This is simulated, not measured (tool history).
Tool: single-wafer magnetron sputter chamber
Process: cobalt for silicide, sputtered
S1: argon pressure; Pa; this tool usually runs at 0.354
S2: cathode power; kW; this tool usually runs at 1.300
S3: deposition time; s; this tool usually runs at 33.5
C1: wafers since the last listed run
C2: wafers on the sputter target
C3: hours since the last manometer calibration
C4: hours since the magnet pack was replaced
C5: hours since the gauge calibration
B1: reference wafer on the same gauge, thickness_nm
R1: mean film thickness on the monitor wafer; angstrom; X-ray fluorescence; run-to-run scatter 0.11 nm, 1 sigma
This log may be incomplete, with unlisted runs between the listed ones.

run	hour	S1	S2	S3	C1	C2	C3	C4	C5	B1	R1
1	0.0	0.354	1.300	33.5	0	1524	2031.6	12590.5	326.8	21.019	225.44
2	28.1	0.354	1.300	33.5	909	2433	2059.7	12618.6	354.9	21.043	226.65
3	57.0	0.354	1.300	33.5	935	3369	2088.6	12647.5	383.8	21.031	225.36
4	79.7	0.354	1.300	33.5	734	4103	2111.3	12670.2	406.5	20.968	222.01
5	96.4	0.405	1.300	33.5	540	4644	2128.0	12686.9	423.2	20.988	216.97
6	115.1	0.405	1.300	33.5	605	5249	2146.7	12705.6	441.9	20.946	217.39
7	129.5	0.354	1.300	33.5	466	5715	2161.1	12720.0	456.3	20.965	219.46
8	146.9	0.354	1.300	33.5	563	6278	2178.5	12737.4	473.7	21.051	221.00
# hour 204.8: sputter target and shields replaced
9	230.0	0.354	1.300	33.5	2430	816	2261.6	12820.5	556.8	20.944	227.95
10	253.1	0.354	1.300	33.5	747	1563	2284.7	12843.6	579.9	21.034	226.68
11	266.5	0.354	1.300	33.5	433	1997	2298.1	12857.0	593.3	20.984	225.79
12	364.1	0.354	1.300	33.5	3158	5156	2395.7	12954.6	690.9	21.028	221.97
# hour 376.3: gauge calibrated
13	397.4	0.354	1.300	33.5	1077	6233	2429.0	12987.9	21.1	21.037	219.60
# hour 415.4: sputter target and shields replaced
14	424.1	0.354	1.300	33.5	605	282	2455.7	13014.6	47.8	21.020	228.44
15	436.8	0.354	1.300	33.5	411	693	2468.4	13027.3	60.5	21.008	227.73
16	456.0	0.354	1.400	33.5	621	1315	2487.6	13046.5	79.7	20.986	243.93
17	478.3	0.354	1.400	33.5	721	2036	2509.9	13068.8	102.0	20.979	242.85
18	495.8	0.290	1.300	31.6	566	2603	2527.4	13086.3	119.5	21.047	215.00
19	518.0	0.440	1.000	37.9	718	3321	2549.6	13108.5	141.7	21.021	191.81
# hour 537.8: magnet pack replaced
# hour 545.3: capacitance manometer re-zeroed and calibrated
20	607.4	0.274	1.300	27.0	2391	5712	62.1	69.6	231.1	20.999	179.28
# hour 628.6: sputter target and shields replaced
21	629.1	0.354	1.100	33.5	443	17	83.8	91.3	252.8	21.003	194.33
22	678.6	0.282	1.450	29.9	1602	1619	133.3	140.8	302.3	21.013	228.86
23	692.2	0.354	1.300	33.5	440	2059	146.9	154.4	315.9	20.996	224.90
24	793.5	0.354	1.150	33.5	3278	5338	248.2	255.7	417.2	21.000	195.29
25	820.4	0.266	1.000	33.5	870	6209	275.1	282.6	444.1	21.004	170.97
# hour 829.8: sputter target and shields replaced
26	922.2	0.354	1.300	33.5	3035	2990	376.9	384.4	545.9	21.000	225.40
27	942.4	0.260	1.550	28.8	653	3644	397.1	404.6	566.1	21.018	230.93
28	959.0	0.407	1.300	29.3	537	4181	413.7	421.2	582.7	20.971	192.01
29	973.2	0.354	1.300	33.5	459	4641	427.9	435.4	596.9	20.994	221.15
30	1005.0	0.354	1.300	39.6	1029	5670	459.7	467.2	628.7	20.967	259.79
31	1018.1	0.354	1.300	33.5	423	6094	472.8	480.3	641.8	20.988	217.91
32	1031.5	0.214	1.150	27.6	433	6528	486.2	493.7	655.2	21.044	164.13
33	1055.0	0.483	1.200	35.9	760	7288	509.7	517.2	678.7	21.026	207.37
# hour 1063.5: sputter target and shields replaced
34	1073.2	0.354	1.450	33.5	330	314	527.9	535.4	696.9	21.026	254.27
35	1089.6	0.390	1.400	33.5	530	845	544.3	551.8	713.3	20.946	243.13
# hour 1093.4: gauge calibrated
36	1102.0	0.242	1.000	33.5	401	1246	556.7	564.2	8.6	20.995	181.25

Had the tool no unlogged condition, and each run kept its random variation, what would the results have been?
Hidden conditions of the tool in this case: deposition rate above that of a new target (%); true argon pressure above the setpoint (%); gauge reads high (%).
run	R1
1	228.91
2	231.67
3	231.96
4	229.76
5	225.45
6	226.91
7	229.88
8	232.48
9	229.97
10	229.95
11	229.77
12	231.23
13	230.62
14	229.97
15	229.93
16	247.41
17	247.62
18	220.14
19	197.43
20	188.58
21	195.61
22	233.07
23	229.78
24	204.46
25	180.17
26	231.80
27	238.64
28	199.22
29	230.24
30	272.58
31	229.37
32	173.33
33	220.26
34	255.52
35	245.27
36	183.38

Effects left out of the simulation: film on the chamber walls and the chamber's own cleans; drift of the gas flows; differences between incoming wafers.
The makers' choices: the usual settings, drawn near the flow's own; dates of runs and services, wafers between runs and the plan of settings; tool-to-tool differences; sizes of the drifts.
